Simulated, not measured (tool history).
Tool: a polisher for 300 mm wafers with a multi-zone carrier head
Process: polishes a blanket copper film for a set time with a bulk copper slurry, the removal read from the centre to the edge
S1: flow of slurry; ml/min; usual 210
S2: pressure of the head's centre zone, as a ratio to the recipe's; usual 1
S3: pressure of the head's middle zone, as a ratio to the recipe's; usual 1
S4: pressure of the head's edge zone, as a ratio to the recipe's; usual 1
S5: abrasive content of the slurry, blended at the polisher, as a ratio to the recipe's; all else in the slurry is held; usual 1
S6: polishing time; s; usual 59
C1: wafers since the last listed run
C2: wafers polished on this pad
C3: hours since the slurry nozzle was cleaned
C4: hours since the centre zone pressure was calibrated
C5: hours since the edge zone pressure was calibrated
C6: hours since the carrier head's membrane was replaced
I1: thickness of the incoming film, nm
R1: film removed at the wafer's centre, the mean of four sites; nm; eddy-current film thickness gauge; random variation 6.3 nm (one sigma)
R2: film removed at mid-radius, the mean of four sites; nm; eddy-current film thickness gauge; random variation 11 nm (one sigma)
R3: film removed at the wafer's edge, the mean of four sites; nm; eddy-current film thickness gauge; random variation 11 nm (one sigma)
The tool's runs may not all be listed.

run	hour	S1	S2	S3	S4	S5	S6	C1	C2	C3	C4	C5	C6	I1	R1	R2	R3
1	0	210	1	1	1	1	59	0	34	53	1136.5	1096.3	78.1	4501.6	828.6	789.4	787.3
2	13.9	210	1	0.93	1	1	59	109	144	66.9	1150.4	1110.2	92	4559.2	829.3	752.8	813.6
3	24.5	210	1	1	1.05	1	42	83	227	77.5	1161	1120.8	102.6	4623.5	578.3	575.5	579.6
# hour 27.9: centre zone pressure recalibrated
# hour 41.4: edge zone pressure recalibrated
4	41.9	170	1.08	1.08	1	1	39	105	333	94.9	14	0.5	120	4590.4	557.5	539.4	509.3
5	57	210	1	1	1	1	44	119	452	110	29.1	15.6	135.1	4666	614	595.9	578.9
6	73.7	280	1	1.07	1	1	59	131	584	126.7	45.8	32.3	151.8	4625.2	844.1	856.3	819.1
7	81.8	210	0.94	1.1	0.91	1.3	59	63	648	134.8	53.9	40.4	159.9	4599.1	815.4	932.4	844.3
8	98	145	1	1.04	0.9	1	42	127	776	151	70.1	56.6	176.1	4562.5	533.3	562	513.6
9	106.2	210	1	1	1	1	59	64	841	159.2	78.3	64.8	184.3	4563.8	822.9	807.7	802.5
10	117.7	210	1.11	1	1	1	59	90	931	170.7	89.8	76.3	195.8	4478.7	914.6	805.3	785.2
11	135.7	240	1	1	1	1	59	142	1074	188.7	107.8	94.3	213.8	4592.5	828.7	822	797.4
# hour 149.3: worn pad replaced by a new one
12	149.8	265	1	1.04	1	1	59	79	4	202.8	121.9	108.4	227.9	4532.1	845.3	858	837.8
13	159.5	210	1	1	1	1	59	76	80	212.5	131.6	118.1	237.6	4641.4	817.1	822.4	799.2
14	170	170	0.91	1	1.08	0.8	59	82	163	223	142.1	128.6	248.1	4593.7	669.7	724.5	762.1
15	181.1	210	1	1	1	1	49	87	251	234.1	153.2	139.7	259.2	4554.2	684.8	667.7	663
# hour 196.4: slurry nozzle cleaned
16	196.9	210	1.12	0.95	0.93	1.25	59	116	367	0.5	169	155.5	275	4606.4	968.8	820.4	802.4
17	210.8	210	1	1	1	1	59	109	477	14.4	182.9	169.4	288.9	4582.7	817.3	813.3	806.4
18	222.7	210	1	1	1	1	59	93	571	26.3	194.8	181.3	300.8	4583.9	813	804.1	797.5
19	231.8	210	1	0.89	1	1	73	71	643	35.4	203.9	190.4	309.9	4531.6	1010.9	938.4	974.1
20	239.2	255	0.92	1	1	1	59	58	701	42.8	211.3	197.8	317.3	4568.6	764.8	849.4	813.5
21	256.2	250	1	1	1	1.1	45	134	835	59.8	228.3	214.8	334.3	4593.6	664.7	663.3	632

5 ways to go on from here, each from the tool as it stands after run 21. What would each give?
A	256.6	210	1	1	1	1	59	3	839	60.2	228.7	215.2	334.7	4643.7	?	?	?
B	256.6	210	1	1	1	1.2	59	3	839	60.2	228.7	215.2	334.7	4643.7	?	?	?
C	256.6	210	1	1	1	1	45	3	839	60.2	228.7	215.2	334.7	4643.7	?	?	?
D	256.6	210	1.11	0.91	1	1	68	3	839	60.2	228.7	215.2	334.7	4643.7	?	?	?
E	256.6	210	1	1	1	1	71	3	839	60.2	228.7	215.2	334.7	4643.7	?	?	?

run	R1	R2	R3
A	819.8	816.2	818.2
B	858.4	854.7	856.7
C	625.3	622.6	624
D	1049.1	886.9	943.8
E	986.6	982.3	984.6
Without the tool's hidden state the same runs would have given:
run	R1	R2	R3
A	819.8	816.2	818.2
B	858.4	854.7	856.7
C	625.3	622.6	624
D	1049.1	886.9	943.8
E	986.6	982.3	984.6
